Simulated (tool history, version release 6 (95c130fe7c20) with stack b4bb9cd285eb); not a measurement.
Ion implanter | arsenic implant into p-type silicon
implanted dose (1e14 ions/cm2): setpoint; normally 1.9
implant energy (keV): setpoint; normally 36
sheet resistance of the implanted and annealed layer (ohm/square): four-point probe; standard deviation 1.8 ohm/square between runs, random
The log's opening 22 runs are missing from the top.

run     day  implanted dose (1e14 ions/cm2)  implant energy (keV)  read-back reference wafer on the same gauge, sheet resistance  sheet resistance of the implanted and annealed layer (ohm/square)
 23  28.012                            1.42                    24                                                         325.81                                                             524.86
     28.679  -- extraction supply calibrated
 24      29                            1.44                    31                                                         326.28                                                             498.55
 25  30.046                            1.46                    36                                                         325.74                                                             482.33
 26  30.983                             1.7                  32.5                                                         325.57                                                             440.68
 27  31.771                            1.75                  25.5                                                         326.16                                                             445.19
 28  32.879                            2.08                    40                                                         326.01                                                             366.17
 29  34.121                             1.9                    36                                                         326.08                                                             397.53
 30  35.396                            2.32                  24.5                                                          326.1                                                             365.24
 31  36.308                            1.35                  30.5                                                         325.97                                                             523.43
 32  37.404                            1.62                  47.5                                                         326.15                                                             424.71
 33  38.833                             1.9                    36                                                         325.87                                                             396.39
 34  40.183                            1.55                  31.5                                                         325.79                                                              474.2
 35  41.238                             1.9                    36                                                         325.99                                                             395.84
 36  42.504                            1.59                    36                                                         326.44                                                             449.35
 37  43.325                            2.04                    40                                                         326.16                                                             366.05

4 options for the next run, each taken on its own from the tool as it stands now. Forecast them:
  A  43.342                             1.9                    36                                                              ?                                                                  ?
  B  43.342                             2.4                    36                                                              ?                                                                  ?
  C  43.342                            2.34                  43.5                                                              ?                                                                  ?
  D  43.342                            1.57                    41                                                              ?                                                                  ?

run  read-back reference wafer on the same gauge, sheet resistance  sheet resistance of the implanted and annealed layer (ohm/square)
  A                                                         325.57                                                              398.9
  B                                                         325.57                                                             336.99
  C                                                         325.57                                                             333.26
  D                                                         325.57                                                             446.66
Stripped of hidden state, with their random variation kept, the same runs would have yielded:
run  sheet resistance of the implanted and annealed layer (ohm/square)
  A                                                             404.34
  B                                                             341.66
  C                                                             337.83
  D                                                              452.6

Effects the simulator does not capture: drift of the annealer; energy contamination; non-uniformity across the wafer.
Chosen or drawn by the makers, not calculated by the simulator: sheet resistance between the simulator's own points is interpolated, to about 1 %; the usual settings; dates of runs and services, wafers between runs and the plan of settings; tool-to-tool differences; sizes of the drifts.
